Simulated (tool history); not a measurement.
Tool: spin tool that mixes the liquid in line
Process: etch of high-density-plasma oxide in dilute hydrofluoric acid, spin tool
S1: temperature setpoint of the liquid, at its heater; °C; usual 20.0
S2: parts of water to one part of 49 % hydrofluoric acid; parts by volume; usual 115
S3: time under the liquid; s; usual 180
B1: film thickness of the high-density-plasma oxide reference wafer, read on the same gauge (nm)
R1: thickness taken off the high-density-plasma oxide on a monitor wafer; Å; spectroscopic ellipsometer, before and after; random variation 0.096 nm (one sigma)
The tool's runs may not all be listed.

run	day	S1	S2	S3	B1	R1
1	0.000	20.0	115	180	39.98	112.2
2	0.842	20.0	115	180	39.99	112.6
3	2.167	20.0	115	180	40.00	113.2
4	2.667	20.0	115	180	39.96	112.5
5	4.012	20.0	115	145	39.99	90.3
6	5.333	20.0	115	145	40.02	90.2
7	6.100	20.0	115	180	40.03	111.3
# day 6.288: thermometer replaced
# day 6.367: gauge calibrated
8	7.400	20.0	115	180	40.00	111.0
# day 7.775: hydrofluoric acid flow meter replaced
9	8.817	20.0	115	180	40.03	124.7
10	9.733	20.0	115	180	40.04	126.5
11	10.312	18.0	140	235	40.01	120.1
12	11.775	17.0	70	245	39.98	262.0
13	12.696	20.0	115	245	40.03	168.2
14	13.429	20.0	115	180	40.02	124.8
15	14.412	20.0	115	180	40.01	124.8
16	15.746	20.0	115	180	39.99	124.9
17	16.862	20.0	115	125	40.02	86.3
18	17.612	20.0	115	180	40.00	121.6
19	18.588	18.5	85	180	40.01	161.8
20	19.108	17.5	60	120	39.99	153.7
21	20.525	17.0	85	85	39.99	72.0

Some steps in R1 between neighbouring runs. How much of each would the tool show without its hidden state too (settings, what came in, random variation), and how much is left for the hidden state, with any gauge scatter that isn't in both results?
The hidden state here: liquid hotter than its thermometer reads (K); hydrofluoric acid flow below the setpoint (%); gauge reads high (%).
Run 6 -> 7: S3 145 -> 180. R1 +21.1 Å: hidden state -3.1, all else +24.2.
Run 8 -> 9: hydrofluoric acid flow meter replaced. R1 +13.7 Å: hidden state +13.6, all else +0.1.
Run 11 -> 12: S1 18.0 -> 17.0, S2 140 -> 70, S3 235 -> 245. R1 +141.9 Å: hidden state -3.1, all else +145.0.
Run 12 -> 13: S1 17.0 -> 20.0, S2 70 -> 115. R1 -93.8 Å: hidden state +1.5, all else -95.3.
